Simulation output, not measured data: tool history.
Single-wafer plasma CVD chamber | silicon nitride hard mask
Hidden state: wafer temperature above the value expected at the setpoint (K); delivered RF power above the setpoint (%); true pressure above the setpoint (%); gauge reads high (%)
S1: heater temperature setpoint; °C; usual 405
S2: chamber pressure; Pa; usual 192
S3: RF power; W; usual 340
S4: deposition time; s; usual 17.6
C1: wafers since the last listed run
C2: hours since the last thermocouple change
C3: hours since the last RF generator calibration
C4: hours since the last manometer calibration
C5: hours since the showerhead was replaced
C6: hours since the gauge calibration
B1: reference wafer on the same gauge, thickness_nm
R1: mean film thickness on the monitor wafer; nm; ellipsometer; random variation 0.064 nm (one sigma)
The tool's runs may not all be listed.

{"run": 1, "hour": 0.0, "S1": 405, "S2": 192, "S3": 340, "S4": 17.6, "C1": 0, "C2": 2040.2, "C3": 543.2, "C4": 966.8, "C5": 2311.5, "C6": 184.6, "B1": 21.309, "R1": 20.689}
{"run": 2, "hour": 32.7, "S1": 405, "S2": 192, "S3": 340, "S4": 17.6, "C1": 664, "C2": 2072.9, "C3": 575.9, "C4": 999.5, "C5": 2344.2, "C6": 217.3, "B1": 21.317, "R1": 20.57}
{"run": 3, "hour": 45.9, "S1": 405, "S2": 192, "S3": 340, "S4": 17.6, "C1": 268, "C2": 2086.1, "C3": 589.1, "C4": 1012.7, "C5": 2357.4, "C6": 230.5, "B1": 21.266, "R1": 20.629}
{"run": 4, "hour": 61.1, "S1": 405, "S2": 192, "S3": 385, "S4": 17.6, "C1": 308, "C2": 2101.3, "C3": 604.3, "C4": 1027.9, "C5": 2372.6, "C6": 245.7, "B1": 21.309, "R1": 22.552}
{"run": 5, "hour": 94.1, "S1": 405, "S2": 192, "S3": 385, "S4": 17.6, "C1": 670, "C2": 2134.3, "C3": 637.3, "C4": 1060.9, "C5": 2405.6, "C6": 278.7, "B1": 21.279, "R1": 22.506}
{"run": 6, "hour": 122.8, "S1": 405, "S2": 192, "S3": 385, "S4": 17.6, "C1": 583, "C2": 2163, "C3": 666, "C4": 1089.6, "C5": 2434.3, "C6": 307.4, "B1": 21.309, "R1": 22.514}
{"run": 7, "hour": 148.2, "S1": 399, "S2": 192, "S3": 340, "S4": 17.6, "C1": 516, "C2": 2188.4, "C3": 691.4, "C4": 1115, "C5": 2459.7, "C6": 332.8, "B1": 21.334, "R1": 20.538}
{"run": 8, "hour": 182.8, "S1": 405, "S2": 192, "S3": 340, "S4": 19.6, "C1": 703, "C2": 2223, "C3": 726, "C4": 1149.6, "C5": 2494.3, "C6": 367.4, "B1": 21.253, "R1": 22.908}
{"run": 9, "hour": 208.0, "S1": 405, "S2": 192, "S3": 340, "S4": 18.6, "C1": 512, "C2": 2248.2, "C3": 751.2, "C4": 1174.8, "C5": 2519.5, "C6": 392.6, "B1": 21.278, "R1": 21.681}
{"hour": 228.0, "done": "showerhead replaced"}
{"run": 10, "hour": 228.5, "S1": 405, "S2": 192, "S3": 340, "S4": 18.6, "C1": 254, "C2": 2268.7, "C3": 771.7, "C4": 1195.3, "C5": 0.5, "C6": 413.1, "B1": 21.305, "R1": 21.614}
{"run": 11, "hour": 240.5, "S1": 405, "S2": 192, "S3": 340, "S4": 17.6, "C1": 243, "C2": 2280.7, "C3": 783.7, "C4": 1207.3, "C5": 12.5, "C6": 425.1, "B1": 21.253, "R1": 20.614}
{"run": 12, "hour": 259.8, "S1": 405, "S2": 192, "S3": 340, "S4": 17.6, "C1": 392, "C2": 2300, "C3": 803, "C4": 1226.6, "C5": 31.8, "C6": 444.4, "B1": 21.292, "R1": 20.507}
{"run": 13, "hour": 272.9, "S1": 405, "S2": 192, "S3": 340, "S4": 17.6, "C1": 266, "C2": 2313.1, "C3": 816.1, "C4": 1239.7, "C5": 44.9, "C6": 457.5, "B1": 21.287, "R1": 20.501}
{"run": 14, "hour": 307.7, "S1": 418, "S2": 152, "S3": 340, "S4": 17.6, "C1": 707, "C2": 2347.9, "C3": 850.9, "C4": 1274.5, "C5": 79.7, "C6": 492.3, "B1": 21.307, "R1": 18.885}
{"run": 15, "hour": 362.2, "S1": 405, "S2": 192, "S3": 275, "S4": 19.2, "C1": 1107, "C2": 2402.4, "C3": 905.4, "C4": 1329, "C5": 134.2, "C6": 546.8, "B1": 21.293, "R1": 18.772}
{"run": 16, "hour": 387.9, "S1": 405, "S2": 221, "S3": 380, "S4": 20.7, "C1": 522, "C2": 2428.1, "C3": 931.1, "C4": 1354.7, "C5": 159.9, "C6": 572.5, "B1": 21.329, "R1": 27.339}
{"run": 17, "hour": 422.1, "S1": 405, "S2": 192, "S3": 340, "S4": 17.6, "C1": 695, "C2": 2462.3, "C3": 965.3, "C4": 1388.9, "C5": 194.1, "C6": 606.7, "B1": 21.32, "R1": 20.486}
{"hour": 427.7, "done": "gauge calibrated"}
{"run": 18, "hour": 436.6, "S1": 405, "S2": 192, "S3": 340, "S4": 17.6, "C1": 294, "C2": 2476.8, "C3": 979.8, "C4": 1403.4, "C5": 208.6, "C6": 8.9, "B1": 21.294, "R1": 20.485}
{"hour": 485.3, "done": "capacitance manometer re-zeroed and calibrated"}
{"run": 19, "hour": 527.2, "S1": 405, "S2": 192, "S3": 340, "S4": 17.6, "C1": 1678, "C2": 2567.4, "C3": 1070.4, "C4": 41.9, "C5": 299.2, "C6": 99.5, "B1": 21.279, "R1": 20.493}
{"hour": 539.6, "done": "thermocouple changed; heater temperature recalibrated"}
{"hour": 595.2, "done": "RF generator calibrated"}
{"run": 20, "hour": 609.3, "S1": 405, "S2": 192, "S3": 340, "S4": 17.6, "C1": 1343, "C2": 69.7, "C3": 14.1, "C4": 124, "C5": 381.3, "C6": 181.6, "B1": 21.28, "R1": 21.234}
{"run": 21, "hour": 624.6, "S1": 399, "S2": 192, "S3": 395, "S4": 15.3, "C1": 310, "C2": 85, "C3": 29.4, "C4": 139.3, "C5": 396.6, "C6": 196.9, "B1": 21.294, "R1": 20.53}
{"run": 22, "hour": 656.2, "S1": 405, "S2": 217, "S3": 340, "S4": 17.6, "C1": 642, "C2": 116.6, "C3": 61, "C4": 170.9, "C5": 428.2, "C6": 228.5, "B1": 21.26, "R1": 21.974}
{"run": 23, "hour": 691.2, "S1": 405, "S2": 232, "S3": 340, "S4": 17.6, "C1": 711, "C2": 151.6, "C3": 96, "C4": 205.9, "C5": 463.2, "C6": 263.5, "B1": 21.283, "R1": 22.243}
{"run": 24, "hour": 707.7, "S1": 411, "S2": 163, "S3": 285, "S4": 17.6, "C1": 335, "C2": 168.1, "C3": 112.5, "C4": 222.4, "C5": 479.7, "C6": 280, "B1": 21.266, "R1": 17.21}
{"run": 25, "hour": 725.7, "S1": 414, "S2": 192, "S3": 340, "S4": 17.6, "C1": 365, "C2": 186.1, "C3": 130.5, "C4": 240.4, "C5": 497.7, "C6": 298, "B1": 21.33, "R1": 20.904}
{"run": 26, "hour": 740.7, "S1": 405, "S2": 192, "S3": 340, "S4": 17.6, "C1": 304, "C2": 201.1, "C3": 145.5, "C4": 255.4, "C5": 512.7, "C6": 313, "B1": 21.304, "R1": 20.967}
{"run": 27, "hour": 753.1, "S1": 405, "S2": 192, "S3": 340, "S4": 17.6, "C1": 252, "C2": 213.5, "C3": 157.9, "C4": 267.8, "C5": 525.1, "C6": 325.4, "B1": 21.307, "R1": 20.936}
{"run": 28, "hour": 787.7, "S1": 405, "S2": 192, "S3": 340, "S4": 18.7, "C1": 703, "C2": 248.1, "C3": 192.5, "C4": 302.4, "C5": 559.7, "C6": 360, "B1": 21.297, "R1": 22.187}

Measured less the same run without the tool's hidden state. The same run-to-run variation is in both; the gauge's scatter may not be:
run=1 R1=-0.639
run=2 R1=-0.651
run=3 R1=-0.66
run=4 R1=-0.706
run=5 R1=-0.718
run=6 R1=-0.73
run=7 R1=-0.697
run=8 R1=-0.79
run=9 R1=-0.755
run=10 R1=-0.759
run=11 R1=-0.727
run=12 R1=-0.728
run=13 R1=-0.731
run=14 R1=-0.681
run=15 R1=-0.755
run=16 R1=-0.984
run=17 R1=-0.76
run=18 R1=-0.762
run=19 R1=-0.774
run=20 R1=-0.036
run=21 R1=-0.061
run=22 R1=-0.136
run=23 R1=-0.203
run=24 R1=-0.198
run=25 R1=-0.247
run=26 R1=-0.271
run=27 R1=-0.289
run=28 R1=-0.356

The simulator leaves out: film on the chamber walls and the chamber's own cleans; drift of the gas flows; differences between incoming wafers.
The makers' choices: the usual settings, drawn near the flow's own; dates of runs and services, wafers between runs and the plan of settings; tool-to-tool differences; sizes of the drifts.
